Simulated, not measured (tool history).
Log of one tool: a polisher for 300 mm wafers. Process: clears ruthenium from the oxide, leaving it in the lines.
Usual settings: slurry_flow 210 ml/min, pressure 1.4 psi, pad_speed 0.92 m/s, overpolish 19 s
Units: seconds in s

run   hour  slurry_flow  pressure  pad_speed  overpolish  incoming thickness of the incoming film, nm  seconds
  1      0          210       1.4       0.92          24                                        112.6    168.7
  2   12.6          210       1.7       0.92          19                                        112.9    140.6
  3     29          210       1.7       0.92          19                                        115.9    149.9
  4   38.7          210       1.4       0.92          19                                        115.5    180.6
  5   47.4          180       1.2       0.92          19                                        117.1    213.2
  6   53.9          210       1.4       0.92          19                                        114.3    174.3
  7   66.2          210       1.4       0.92          19                                        114.2    180.6
  8   80.4          210       1.4       0.92          12                                        115.3    183.2
  9   91.4          235       1.4       0.92          23                                        114.4    180.7
     104.3  -- head pressure recalibrated
 10    109          235       1.4       0.92          23                                        115.1    182.6
     121.7  -- slurry nozzle cleaned
 11  132.2          210       1.4       0.92          23                                        114.7    187.4
     142.8  -- worn pad replaced by a new one
 12  147.4          210       1.4       0.92          23                                        114.7    176.1
 13    164          210       1.4       0.92          23                                        117.3    178.3
 14  181.9          210       1.4        1.1          25                                        114.3    147.2
 15  199.4          210       1.4       0.92          19                                        114.8    175.6
 16  209.4          180         1       0.78          27                                        114.8    295.7
 17  224.8          270       1.8       0.76          19                                        115.4    168.2
 18  240.1          210       1.4       0.66          30                                          115    256.9
 19    249          285       1.7       1.18          14                                        116.1    115.7
 20    259          265         1       0.92          19                                        113.3      249
 21  265.4          210       1.4       0.92          19                                          114    178.6
 22  273.7          155       1.6        0.8          12                                        116.9    198.2
 23    286          210       1.4       0.92          19                                        115.1    182.6
     292.2  -- worn pad replaced by a new one
 24  299.8          210       1.4       0.92          19                                        116.4    176.3
 25  310.6          280       1.4       0.92          24                                        114.4    171.1
 26  324.4          265       1.4        0.7           9                                        115.5    222.6
 27    333          210       1.2       0.92          19                                        116.5      214
 28  339.6          210       1.4       0.92          19                                          115    174.2

Forecast each of these 3 alternatives for the next run:
  A  340.1          140       1.4       0.92          19                                        114.9        ?
  B  340.1          210       1.4       1.16          14                                        114.9        ?
  C  340.1          230       1.6       1.18          19                                        114.9        ?

run  seconds
  A    183.5
  B    138.9
  C    118.4
Without the tool's hidden state the same runs would have given:
run  seconds
  A    178.7
  B    135.3
  C    115.3
